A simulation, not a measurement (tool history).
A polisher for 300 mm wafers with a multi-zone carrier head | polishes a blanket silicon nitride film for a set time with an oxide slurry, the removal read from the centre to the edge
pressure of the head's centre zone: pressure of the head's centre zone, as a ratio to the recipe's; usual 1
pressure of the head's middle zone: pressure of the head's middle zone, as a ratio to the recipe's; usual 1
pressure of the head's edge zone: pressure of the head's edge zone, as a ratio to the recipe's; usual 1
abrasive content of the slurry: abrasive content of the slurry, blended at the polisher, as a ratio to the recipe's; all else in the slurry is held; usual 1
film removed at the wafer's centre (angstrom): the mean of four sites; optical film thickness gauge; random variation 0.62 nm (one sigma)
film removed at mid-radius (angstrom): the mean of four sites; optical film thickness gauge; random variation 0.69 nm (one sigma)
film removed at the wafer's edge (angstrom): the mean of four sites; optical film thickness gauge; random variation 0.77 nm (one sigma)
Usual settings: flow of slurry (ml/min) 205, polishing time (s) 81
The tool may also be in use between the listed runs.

| run | hour | flow of slurry (ml/min) | pressure of the head's centre zone | pressure of the head's middle zone | pressure of the head's edge zone | abrasive content of the slurry | polishing time (s) | incoming thickness of the incoming film, nm | film removed at the wafer's centre (angstrom) | film removed at mid-radius (angstrom) | film removed at the wafer's edge (angstrom) |
|---|---|---|---|---|---|---|---|---|---|---|---|
| 1 | 0 | 205 | 1 | 1 | 1 | 1 | 81 | 278.3 | 507 | 536 | 539 |
| 2 | 29.9 | 205 | 1 | 1 | 1 | 1 | 81 | 280 | 498 | 546 | 553 |
| 3 | 66.8 | 205 | 1 | 1 | 1 | 1 | 81 | 281 | 498 | 556 | 539 |
|  | 71.1 | worn pad replaced by a new one |
|  | 105 | slurry nozzle cleaned |
| 4 | 123.4 | 205 | 1 | 1 | 1 | 1 | 81 | 275.7 | 476 | 553 | 536 |
| 5 | 174.5 | 205 | 1 | 1 | 1 | 1 | 71 | 279.3 | 414 | 485 | 481 |
|  | 219.9 | centre zone pressure recalibrated |
| 6 | 234.2 | 205 | 1 | 1 | 1 | 1 | 71 | 284.8 | 464 | 492 | 472 |
|  | 244.2 | edge zone pressure recalibrated |
| 7 | 282.4 | 205 | 1 | 1 | 1 | 1 | 71 | 280.7 | 454 | 496 | 477 |
|  | 292.6 | worn pad replaced by a new one |
| 8 | 311.6 | 205 | 1 | 1 | 1 | 1 | 81 | 278.4 | 527 | 544 | 559 |
| 9 | 358 | 205 | 1 | 1 | 1 | 1 | 81 | 279.4 | 522 | 556 | 545 |
| 10 | 399.8 | 205 | 1 | 1 | 1 | 1 | 81 | 279.3 | 527 | 547 | 557 |
| 11 | 469.3 | 205 | 0.89 | 0.91 | 1.07 | 0.9 | 81 | 279.9 | 445 | 491 | 522 |
|  | 492.9 | slurry nozzle cleaned |
|  | 517.8 | worn pad replaced by a new one |
| 12 | 532.7 | 205 | 1 | 1 | 1 | 1 | 81 | 284 | 517 | 551 | 550 |
| 13 | 580.6 | 250 | 1 | 1 | 1.07 | 1 | 81 | 279.6 | 530 | 564 | 576 |
| 14 | 620.1 | 160 | 1 | 0.9 | 1 | 1.15 | 105 | 277.5 | 650 | 669 | 734 |
|  | 626.8 | edge zone pressure recalibrated |
| 15 | 666.8 | 205 | 1 | 1 | 1 | 1 | 81 | 279.2 | 499 | 557 | 542 |
| 16 | 733.3 | 165 | 1 | 0.89 | 1 | 1 | 81 | 282.3 | 475 | 493 | 544 |
|  | 741.6 | centre zone pressure recalibrated |
|  | 748.3 | worn pad replaced by a new one |
| 17 | 786.1 | 205 | 0.95 | 1 | 1 | 1.2 | 81 | 277.7 | 546 | 593 | 591 |
|  | 819 | carrier head's membrane replaced by a new one |
| 18 | 819.5 | 205 | 1 | 1 | 1 | 1 | 81 | 277.5 | 530 | 552 | 555 |
| 19 | 884.8 | 240 | 0.92 | 1 | 1.03 | 1 | 101 | 278.6 | 611 | 700 | 695 |

Forecast run 20:
|  | 892 | slurry nozzle cleaned |
| 20 | 912.5 | 205 | 0.91 | 1.1 | 1 | 1 | 81 | 280.2 | ? | ? | ? |

Run 20 gave film removed at the wafer's centre (angstrom) 472, film removed at mid-radius (angstrom) 584, film removed at the wafer's edge (angstrom) 542.
Without the tool's hidden state the same run would have given film removed at the wafer's centre (angstrom) 482, film removed at mid-radius (angstrom) 584, film removed at the wafer's edge (angstrom) 542.
